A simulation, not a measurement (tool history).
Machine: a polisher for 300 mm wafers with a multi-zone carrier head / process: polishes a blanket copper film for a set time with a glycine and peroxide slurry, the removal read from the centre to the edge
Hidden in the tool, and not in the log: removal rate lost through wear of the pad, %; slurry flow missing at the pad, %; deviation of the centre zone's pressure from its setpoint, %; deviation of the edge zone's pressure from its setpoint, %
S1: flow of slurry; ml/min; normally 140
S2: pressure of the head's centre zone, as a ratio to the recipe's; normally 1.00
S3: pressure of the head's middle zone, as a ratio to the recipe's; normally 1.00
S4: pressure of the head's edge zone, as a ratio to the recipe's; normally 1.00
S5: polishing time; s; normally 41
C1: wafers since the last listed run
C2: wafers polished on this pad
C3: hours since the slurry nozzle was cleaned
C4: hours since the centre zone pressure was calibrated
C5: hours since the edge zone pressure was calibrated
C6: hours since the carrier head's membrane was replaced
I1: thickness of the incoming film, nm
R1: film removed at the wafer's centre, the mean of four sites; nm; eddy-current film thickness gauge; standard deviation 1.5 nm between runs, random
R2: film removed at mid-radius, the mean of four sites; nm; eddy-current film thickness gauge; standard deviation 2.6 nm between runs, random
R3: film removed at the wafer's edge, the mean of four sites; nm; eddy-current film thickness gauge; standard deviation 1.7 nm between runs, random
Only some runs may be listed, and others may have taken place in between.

run     day   S1    S2    S3    S4  S5   C1   C2     C3     C4     C5     C6      I1     R1     R2     R3
  1   0.000  140  1.00  1.00  1.00  33    0  474   37.9  188.9  342.8  588.4  1263.2  181.5  187.7  184.2
      1.288  -- worn pad replaced by a new one
  2   1.383  140  1.00  1.00  1.00  33  398   31   71.1  222.1  376.0  621.6  1282.1  182.5  184.8  182.6
  3   2.788  140  1.00  1.00  1.00  33  459  490  104.8  255.8  409.7  655.3  1275.5  182.5  186.8  184.8
  4   3.512  140  0.97  1.00  1.00  30  237  727  122.2  273.2  427.1  672.7  1251.6  159.3  168.7  166.2
  5   4.054  140  0.97  1.00  1.00  30  177  905  135.2  286.2  440.1  685.7  1255.6  159.0  172.9  167.8
      4.462  -- worn pad replaced by a new one
      5.238  -- carrier head's membrane replaced by a new one
  6   5.321  140  1.00  1.00  1.00  41  291  213  165.6  316.6  470.5    2.0  1258.5  225.1  232.6  230.2
      5.854  -- edge zone pressure recalibrated
  7   6.333  140  1.00  1.00  1.00  41  304  517  189.9  340.9   11.5   26.3  1277.7  225.1  236.5  228.3
      7.550  -- slurry nozzle cleaned
  8   7.642  140  1.00  1.11  1.09  55  414  931    2.2  372.3   42.9   57.7  1268.3  301.7  333.5  317.5
      7.988  -- worn pad replaced by a new one
  9   8.988  180  1.00  0.90  1.00  41  385  326   34.5  404.6   75.2   90.0  1274.8  238.8  226.1  235.2
 10   9.704  115  1.00  0.91  1.00  41  234  561   51.7  421.8   92.4  107.2  1283.4  213.5  205.6  219.4
     11.158  -- worn pad replaced by a new one
 11  11.179  165  0.97  1.00  1.00  32  428    6   87.1  457.2  127.8  142.6  1260.8  177.3  186.3  181.5
     11.596  -- centre zone pressure recalibrated
 12  12.358  140  1.00  1.00  1.00  41  358  364  115.4   18.3  156.1  170.9  1259.1  225.8  233.3  228.3
 13  13.271  140  1.10  1.00  1.00  41  298  663  137.3   40.2  178.0  192.8  1268.5  249.3  229.6  226.8
 14  14.167  175  0.94  1.00  1.04  53  293  956  158.8   61.7  199.5  214.3  1285.9  289.0  307.6  309.9
     14.721  -- worn pad replaced by a new one
 15  15.554  140  1.03  1.00  1.07  41  399  272  192.1   95.0  232.8  247.6  1274.2  230.5  224.9  235.7

Branching from run 15: 4 alternative next runs. What would each branch give?
  A  15.571  140  1.00  1.00  1.00  41   5  278  192.5  95.4  233.2  248.0  1281.7   ?   ?   ?
  B  15.571  165  0.91  0.90  1.00  33   5  278  192.5  95.4  233.2  248.0  1281.7   ?   ?   ?
  C  15.571  185  1.00  1.00  1.10  41   5  278  192.5  95.4  233.2  248.0  1281.7   ?   ?   ?
  D  15.571  140  1.05  1.00  1.12  41   5  278  192.5  95.4  233.2  248.0  1281.7   ?   ?   ?

run     R1     R2     R3
  A  224.8  228.8  227.4
  B  170.8  177.3  187.7
  C  238.8  241.4  247.8
  D  236.2  228.7  240.5
Take away the tool's hidden state, keep each run's random variation, and the runs would have read:
run     R1     R2     R3
  A  224.8  228.8  227.4
  B  170.8  177.3  187.7
  C  238.8  241.4  247.8
  D  236.2  228.7  240.5

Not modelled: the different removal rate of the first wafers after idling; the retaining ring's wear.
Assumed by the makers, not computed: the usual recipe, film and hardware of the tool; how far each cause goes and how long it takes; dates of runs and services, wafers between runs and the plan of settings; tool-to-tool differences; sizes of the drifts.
